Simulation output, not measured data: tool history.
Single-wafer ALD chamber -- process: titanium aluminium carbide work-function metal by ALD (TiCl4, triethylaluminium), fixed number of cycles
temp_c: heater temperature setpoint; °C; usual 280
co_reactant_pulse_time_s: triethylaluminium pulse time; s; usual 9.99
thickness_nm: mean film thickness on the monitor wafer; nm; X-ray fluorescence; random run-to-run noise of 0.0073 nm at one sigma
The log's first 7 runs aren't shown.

run    hour  temp_c  co_reactant_pulse_time_s  read-back reference wafer on the same gauge, thickness_nm  thickness_nm
  8   555.5     285                      9.99                                                      1.768         1.838
  9   612.8     285                      9.99                                                      1.771         1.836
 10   697.2     280                      9.99                                                      1.769         1.768
 11   771.5     280                      9.99                                                      1.770         1.763
 12   876.3     280                      9.99                                                      1.765         1.744
 13   946.7     271                      9.99                                                      1.774         1.649
 14  1044.9     271                      9.99                                                      1.766         1.649
     1116.8  -- showerhead replaced
 15  1135.8     286                      9.99                                                      1.774         1.786
 16  1181.8     268                     11.32                                                      1.772         1.686
 17  1261.7     271                     13.94                                                      1.769         1.760

Expected results for the next run?
     1262.1  -- gauge calibrated
 18  1331.2     293                      6.97                                                          ?             ?

read-back reference wafer on the same gauge, thickness_nm: 1.772
thickness_nm: 1.406 nm
If the tool had no hidden condition, the same run with the same run-to-run variation would have returned thickness_nm 1.630 nm.
